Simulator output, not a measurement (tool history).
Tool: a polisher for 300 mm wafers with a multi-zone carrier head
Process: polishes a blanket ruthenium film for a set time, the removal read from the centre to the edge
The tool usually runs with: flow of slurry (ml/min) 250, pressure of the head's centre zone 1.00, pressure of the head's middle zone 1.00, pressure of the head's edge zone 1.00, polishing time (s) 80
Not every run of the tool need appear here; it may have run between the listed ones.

run   hour  flow of slurry (ml/min)  pressure of the head's centre zone  pressure of the head's middle zone  pressure of the head's edge zone  polishing time (s)  incoming thickness of the incoming film, nm  film removed at the wafer's centre (nm)  film removed at mid-radius (nm)  film removed at the wafer's edge (nm)
  1    0.0                      250                                0.95                                0.94                              0.92                  80                                        495.6                                     79.3                             79.5                                   82.4
  2   12.5                      250                                1.12                                1.00                              1.09                  80                                        500.2                                     90.7                             82.3                                   87.2
      23.5  -- slurry nozzle cleaned
  3   28.4                      190                                1.11                                1.04                              1.06                  80                                        496.7                                     96.7                             90.4                                   88.1
  4   38.0                      250                                0.97                                1.00                              1.00                  80                                        495.3                                     88.6                             90.3                                   87.2
  5   48.6                      250                                1.00                                1.00                              1.00                  80                                        506.6                                     88.9                             90.6                                   88.4
  6   57.6                      250                                0.97                                1.00                              1.00                  80                                        502.4                                     87.8                             88.3                                   87.8
  7   66.2                      250                                1.00                                1.09                              0.89                  80                                        506.3                                     90.9                             96.3                                   81.1
  8   73.0                      315                                1.00                                1.10                              1.00                  99                                        492.5                                    116.0                            123.7                                  111.7
  9   85.3                      250                                0.89                                1.00                              1.00                  80                                        495.6                                     80.6                             87.5                                   88.3
 10  103.2                      250                                1.00                                1.00                              1.00                  93                                        502.6                                    102.6                            104.3                                  103.1
     120.3  -- worn pad replaced by a new one
 11  120.9                      335                                0.89                                0.89                              1.00                  66                                        492.6                                     69.8                             68.1                                   73.4
     131.5  -- centre zone pressure recalibrated
 12  134.6                      175                                1.00                                1.00                              1.00                 107                                        503.0                                    113.3                            112.5                                  112.9
 13  148.4                      250                                1.00                                1.00                              1.00                  80                                        501.0                                     89.5                             89.7                                   84.6
 14  156.0                      250                                1.00                                0.90                              0.94                  70                                        494.8                                     76.0                             70.3                                   74.3
 15  169.0                      185                                1.00                                1.00                              1.10                  57                                        490.5                                     62.0                             61.6                                   62.6
 16  211.7                      340                                0.92                                1.00                              0.95                  80                                        503.8                                     87.0                             90.7                                   88.3
 17  220.7                      250                                1.00                                1.00                              1.00                  80                                        493.3                                     89.3                             89.1                                   89.3
 18  255.4                      180                                1.00                                1.11                              0.95                  80                                        493.2                                     84.3                             92.0                                   82.0
     263.2  -- worn pad replaced by a new one
 19  265.4                      250                                1.00                                1.05                              1.00                  80                                        505.1                                     88.0                             92.4                                   87.3
 20  281.1                      250                                0.93                                1.04                              1.05                  95                                        493.3                                     99.5                            109.1                                  106.8
 21  291.8                      335                                1.00                                1.00                              1.00                  80                                        496.5                                     90.9                             91.8                                   87.9
 22  309.6                      250                                1.00                                1.00                              1.00                  80                                        509.2                                     90.0                             88.4                                   85.8

Results for each run, recomputed without the tool's hidden state and with each run's random variation untouched:
Hidden state present: removal rate lost through wear of the pad, %; slurry flow missing at the pad, %; deviation of the centre zone's pressure from its setpoint, %; deviation of the edge zone's pressure from its setpoint, %.
run  film removed at the wafer's centre (nm)  film removed at mid-radius (nm)  film removed at the wafer's edge (nm)
  1                                     86.4                             85.7                                   87.1
  2                                     99.0                             88.9                                   92.4
  3                                     96.8                             90.5                                   88.2
  4                                     88.7                             90.4                                   87.3
  5                                     89.2                             90.8                                   88.6
  6                                     88.0                             88.6                                   88.0
  7                                     91.2                             96.6                                   81.3
  8                                    116.4                            124.1                                  112.0
  9                                     81.0                             87.8                                   88.5
 10                                    103.2                            104.9                                  103.5
 11                                     70.2                             68.5                                   73.7
 12                                    114.5                            113.6                                  113.7
 13                                     90.3                             90.4                                   85.2
 14                                     76.8                             70.9                                   74.8
 15                                     62.8                             62.4                                   63.1
 16                                     87.9                             91.5                                   88.9
 17                                     90.5                             90.2                                   90.1
 18                                     86.2                             93.8                                   83.2
 19                                     89.5                             93.8                                   88.3
 20                                    101.4                            110.9                                  108.1
 21                                     92.3                             93.1                                   88.8
 22                                     91.9                             90.1                                   87.0

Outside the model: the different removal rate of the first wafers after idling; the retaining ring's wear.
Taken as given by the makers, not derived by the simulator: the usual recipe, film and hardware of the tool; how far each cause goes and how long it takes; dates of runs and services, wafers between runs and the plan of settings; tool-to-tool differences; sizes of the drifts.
